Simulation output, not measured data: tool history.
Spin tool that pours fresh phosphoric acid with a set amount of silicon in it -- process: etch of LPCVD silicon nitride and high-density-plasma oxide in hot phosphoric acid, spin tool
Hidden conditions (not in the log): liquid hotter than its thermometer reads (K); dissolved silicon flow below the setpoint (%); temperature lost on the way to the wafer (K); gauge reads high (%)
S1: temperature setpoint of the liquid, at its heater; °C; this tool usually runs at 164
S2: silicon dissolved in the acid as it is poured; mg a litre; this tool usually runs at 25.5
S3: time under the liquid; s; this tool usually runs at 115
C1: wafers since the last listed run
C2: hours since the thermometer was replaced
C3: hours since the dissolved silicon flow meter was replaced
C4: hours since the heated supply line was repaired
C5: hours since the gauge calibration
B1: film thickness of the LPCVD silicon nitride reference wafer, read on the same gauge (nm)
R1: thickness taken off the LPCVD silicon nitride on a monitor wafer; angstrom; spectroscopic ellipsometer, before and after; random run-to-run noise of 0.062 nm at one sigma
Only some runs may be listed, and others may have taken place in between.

run	day	S1	S2	S3	C1	C2	C3	C4	C5	B1	R1
1	0	164	25.5	115	0	1490	26.3	42.9	277.6	109.99	129.9
# day 0.175: thermometer replaced
2	0.95	164	25.5	115	227	18.6	49.1	65.7	300.4	110	122.3
3	2.354	163	25.5	115	350	52.3	82.8	99.4	334.1	109.99	117.4
4	2.921	163	25.5	115	141	65.9	96.4	113	347.7	110.01	117.1
5	3.667	164	9.5	115	186	83.8	114.3	130.9	365.6	110	122.1
6	4.654	164	25.5	115	246	107.5	138	154.6	389.3	110.02	122.7
7	5.171	161.5	42	145	129	119.9	150.4	167	401.7	110	141.2
8	6.304	164	25.5	90	283	147.1	177.6	194.2	428.9	110.01	94.2
# day 6.808: gauge calibrated
9	6.996	162	14.5	175	172	163.7	194.2	210.8	4.5	110	172.9
10	8.238	164	25.5	115	310	193.5	224	240.6	34.3	109.99	121
11	9.517	167	18.5	140	319	224.2	254.7	271.3	65	110	161.4
12	10.525	164	25.5	160	252	248.4	278.9	295.5	89.2	110.01	170.1
13	11.379	164	25.5	165	213	268.9	299.4	316	109.7	110	173.9
14	12.246	164	42	180	216	289.7	320.2	336.8	130.5	110.02	188.8
15	13.442	164	25.5	115	298	318.4	348.9	365.5	159.2	110.02	120.6
16	14.871	164	25.5	115	357	352.7	383.2	399.8	193.5	110	121.3
17	15.667	162.5	25.5	180	198	371.8	402.3	418.9	212.6	110	180.6
18	16.821	164	25.5	115	288	399.5	430	446.6	240.3	109.99	120.3
19	17.779	163	13.5	170	239	422.5	453	469.6	263.3	110	173.8
20	18.379	164	25.5	115	149	436.9	467.4	484	277.7	109.99	120.7
21	19.808	164	25.5	115	357	471.2	501.7	518.3	312	109.99	120.9
22	20.5	165.5	25.5	115	172	487.8	518.3	534.9	328.6	110.01	127.9

What if the next run were any one of these 3? Each begins from the tool's condition after run 22:
A	20.517	164	25.5	135	4	488.2	518.7	535.3	329	?	?
B	20.517	165	44	140	4	488.2	518.7	535.3	329	?	?
C	20.517	163	16	80	4	488.2	518.7	535.3	329	?	?

run	B1	R1
A	110.01	140.2
B	110.01	150.3
C	110.01	80.4
Without the tool's hidden state the same runs would have given:
run	R1
A	143.5
B	153.8
C	82.3
